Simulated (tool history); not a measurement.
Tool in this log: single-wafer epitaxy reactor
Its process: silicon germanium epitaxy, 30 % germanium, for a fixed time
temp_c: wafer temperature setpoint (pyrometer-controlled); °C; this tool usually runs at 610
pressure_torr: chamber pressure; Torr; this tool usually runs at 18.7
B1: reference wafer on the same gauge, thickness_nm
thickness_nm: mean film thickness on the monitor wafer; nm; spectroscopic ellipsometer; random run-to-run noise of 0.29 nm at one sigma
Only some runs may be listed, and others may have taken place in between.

Run 1, day 0: usual settings but pressure_torr 16.3 Torr; B1 77.132. Result: thickness_nm 71.301 nm.
Run 2, day 4.204: usual settings; B1 77.154. Result: thickness_nm 76.719 nm.
Run 3, day 7.208: usual settings; B1 77.083. Result: thickness_nm 76.939 nm.
At day 9.908: capacitance manometer re-zeroed and calibrated.
Run 4, day 10.025: usual settings; B1 77.142. Result: thickness_nm 74.109 nm.
Run 5, day 12.429: usual settings; B1 77.032. Result: thickness_nm 75.108 nm.
Run 6, day 15.1: usual settings; B1 77.05. Result: thickness_nm 75.101 nm.
Run 7, day 19.546: usual settings; B1 77.16. Result: thickness_nm 76.6 nm.
Run 8, day 23.346: usual settings; B1 77.211. Result: thickness_nm 76.033 nm.
Run 9, day 25.179: usual settings but temp_c 600 °C; B1 77.143. Result: thickness_nm 65.366 nm.
Run 10, day 27.467: usual settings but temp_c 600 °C; B1 77.067. Result: thickness_nm 65.397 nm.
Run 11, day 30.054: usual settings; B1 77.138. Result: thickness_nm 76.991 nm.
At day 30.367: gauge calibrated.
Run 12, day 33.021: usual settings; B1 77.107. Result: thickness_nm 77.476 nm.
Run 13, day 36.212: usual settings but pressure_torr 16.8 Torr; B1 77.088. Result: thickness_nm 73.146 nm.
Run 14, day 39.838: usual settings but pressure_torr 16.8 Torr; B1 77.125. Result: thickness_nm 72.193 nm.
Run 15, day 43.308: usual settings; B1 77.033. Result: thickness_nm 77.475 nm.
Run 16, day 47.225: usual settings; B1 77.124. Result: thickness_nm 77.3 nm.
Run 17, day 50.788: usual settings but temp_c 614 °C, pressure_torr 14.2 Torr; B1 77.108. Result: thickness_nm 70.018 nm.
At day 51.871: capacitance manometer re-zeroed and calibrated.
Run 18, day 54.746: usual settings but temp_c 617 °C, pressure_torr 20.6 Torr; B1 77.013. Result: thickness_nm 88.586 nm.
Run 19, day 57.004: usual settings but pressure_torr 16.8 Torr; B1 77.025. Result: thickness_nm 71.571 nm.
Run 20, day 60.717: usual settings; B1 77.113. Result: thickness_nm 77.106 nm.
At day 61.333: pyrometer calibrated.
Run 21, day 64.517: usual settings but temp_c 618 °C, pressure_torr 14 Torr; B1 77.174. Result: thickness_nm 69.925 nm.
At day 67.125: showerhead replaced.
Run 22, day 67.867: usual settings; B1 77.02. Result: thickness_nm 74.449 nm.
Run 23, day 70.092: usual settings but temp_c 598 °C, pressure_torr 16.8 Torr; B1 77.101. Result: thickness_nm 57.867 nm.
Run 24, day 82.838: usual settings but temp_c 619 °C; B1 77.094. Result: thickness_nm 87.199 nm.
At day 83.95: gauge calibrated.
Run 25, day 85.362: usual settings but pressure_torr 21.9 Torr; B1 77.052. Result: thickness_nm 83.746 nm.
At day 89.475: capacitance manometer re-zeroed and calibrated.
Run 26, day 89.571: usual settings; B1 77.08. Result: thickness_nm 72.638 nm.
Run 27, day 93.175: usual settings but temp_c 604 °C, pressure_torr 22 Torr; B1 77.072. Result: thickness_nm 73.196 nm.
Run 28, day 96.671: usual settings but temp_c 622 °C, pressure_torr 22.5 Torr; B1 77.032. Result: thickness_nm 98.706 nm.
Run 29, day 98.783: usual settings but temp_c 618 °C, pressure_torr 14.9 Torr; B1 77.041. Result: thickness_nm 73.626 nm.
Run 30, day 101.646: usual settings but temp_c 618 °C, pressure_torr 20.8 Torr; B1 77.142. Result: thickness_nm 90.127 nm.
Run 31, day 105.975: usual settings but pressure_torr 21.9 Torr; B1 77.087. Result: thickness_nm 82.908 nm.
Run 32, day 109.821: usual settings but temp_c 603 °C, pressure_torr 15.1 Torr; B1 77.095. Result: thickness_nm 59.936 nm.
Run 33, day 112.375: usual settings; B1 77.146. Result: thickness_nm 76.329 nm.

Here are 3 independent what-if runs from the current tool condition. What would each one return?
Run A, day 112.392: usual settings but pressure_torr 22.1 Torr; B1 ?. Result: thickness_nm ?.
Run B, day 112.392: usual settings but temp_c 598 °C, pressure_torr 15.9 Torr; B1 ?. Result: thickness_nm ?.
Run C, day 112.392: usual settings but temp_c 602 °C, pressure_torr 14.1 Torr; B1 ?. Result: thickness_nm ?.

run      B1  thickness_nm
  A  77.085        83.638
  B  77.085        57.428
  C  77.085        56.764
Stripped of hidden state, with their random variation kept, the same runs would have yielded:
run  thickness_nm
  A        77.542
  B        53.196
  C        52.597

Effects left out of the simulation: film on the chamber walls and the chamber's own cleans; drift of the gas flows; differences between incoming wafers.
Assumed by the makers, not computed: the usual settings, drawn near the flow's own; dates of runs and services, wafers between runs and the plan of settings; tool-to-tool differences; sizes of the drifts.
